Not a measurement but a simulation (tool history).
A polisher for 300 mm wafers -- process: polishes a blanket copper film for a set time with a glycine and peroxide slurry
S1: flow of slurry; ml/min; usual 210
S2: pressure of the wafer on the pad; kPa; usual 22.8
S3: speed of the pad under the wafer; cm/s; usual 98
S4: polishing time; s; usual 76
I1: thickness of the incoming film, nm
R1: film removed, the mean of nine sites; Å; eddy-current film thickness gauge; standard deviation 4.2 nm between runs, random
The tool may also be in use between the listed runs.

| run | day | S1 | S2 | S3 | S4 | I1 | R1 |
|---|---|---|---|---|---|---|---|
| 1 | 0 | 210 | 22.8 | 98 | 76 | 2108.6 | 4352 |
|  | 0.233 | slurry nozzle cleaned |
| 2 | 2.504 | 210 | 22.8 | 98 | 76 | 2125.9 | 4245 |
| 3 | 7.271 | 210 | 22.8 | 98 | 76 | 2117 | 4243 |
| 4 | 9.196 | 155 | 22.8 | 98 | 76 | 2102.8 | 4211 |
| 5 | 11.033 | 210 | 22.8 | 98 | 76 | 2085.9 | 4200 |
|  | 11.929 | worn pad replaced by a new one |
| 6 | 14.479 | 210 | 22.8 | 98 | 76 | 2113.3 | 4126 |
| 7 | 17.083 | 210 | 22.8 | 98 | 76 | 2090.3 | 4189 |
|  | 17.458 | head pressure recalibrated |
| 8 | 21.25 | 210 | 22.8 | 98 | 76 | 2139.9 | 4428 |
|  | 23.688 | slurry nozzle cleaned |
|  | 26.625 | worn pad replaced by a new one |
| 9 | 34.079 | 210 | 22.8 | 98 | 76 | 2096 | 4330 |
| 10 | 36.388 | 210 | 20.7 | 98 | 76 | 2108.6 | 4056 |
| 11 | 39.171 | 210 | 20.7 | 98 | 76 | 2107.5 | 4031 |
|  | 39.804 | worn pad replaced by a new one |
| 12 | 40.867 | 210 | 20.7 | 98 | 76 | 2149.6 | 4023 |
| 13 | 43.3 | 155 | 29 | 126 | 62 | 2106.9 | 4453 |
| 14 | 45.2 | 210 | 29 | 72 | 96 | 2132.4 | 5227 |
|  | 45.954 | head pressure recalibrated |
|  | 47.4 | slurry nozzle cleaned |
| 15 | 49.196 | 245 | 17.9 | 114 | 85 | 2127.4 | 4791 |
| 16 | 51.2 | 280 | 17.2 | 112 | 49 | 2149.7 | 2713 |
|  | 53.558 | worn pad replaced by a new one |
| 17 | 53.746 | 170 | 17.2 | 98 | 76 | 2139.3 | 3721 |
| 18 | 56.121 | 180 | 17.2 | 98 | 103 | 2086.2 | 4963 |
| 19 | 59.392 | 210 | 22.8 | 98 | 76 | 2121.6 | 4274 |
| 20 | 61.717 | 280 | 17.2 | 112 | 49 | 2148.8 | 2595 |
| 21 | 64.171 | 140 | 22.8 | 126 | 76 | 2160.1 | 4818 |
| 22 | 65.808 | 210 | 19.3 | 72 | 76 | 2116.5 | 3350 |
| 23 | 69.029 | 210 | 20 | 98 | 76 | 2105.5 | 3999 |
|  | 69.283 | worn pad replaced by a new one |
|  | 69.579 | head pressure recalibrated |
|  | 70.908 | slurry nozzle cleaned |
| 24 | 71.379 | 235 | 17.2 | 116 | 76 | 2118.8 | 4283 |
| 25 | 74.167 | 245 | 15.2 | 98 | 98 | 2113.4 | 4731 |

Run-by-run hidden state of the tool:
removal rate lost through wear of the pad, %: 0 on each run
slurry flow missing at the pad, %: 0 on each run
H1: deviation of the head's pressure from its setpoint, %
| run | H1 |
|---|---|
| 1 | -5.03 |
| 2 | -5.99 |
| 3 | -7.18 |
| 4 | -7.5 |
| 5 | -7.75 |
| 6 | -8.09 |
| 7 | -8.27 |
| 8 | -1.66 |
| 9 | -6.04 |
| 10 | -6.33 |
| 11 | -6.59 |
| 12 | -6.71 |
| 13 | -6.85 |
| 14 | -6.93 |
| 15 | -2.55 |
| 16 | -3.82 |
| 17 | -5.04 |
| 18 | -5.9 |
| 19 | -6.75 |
| 20 | -7.18 |
| 21 | -7.52 |
| 22 | -7.7 |
| 23 | -7.96 |
| 24 | -1.27 |
| 25 | -3.27 |
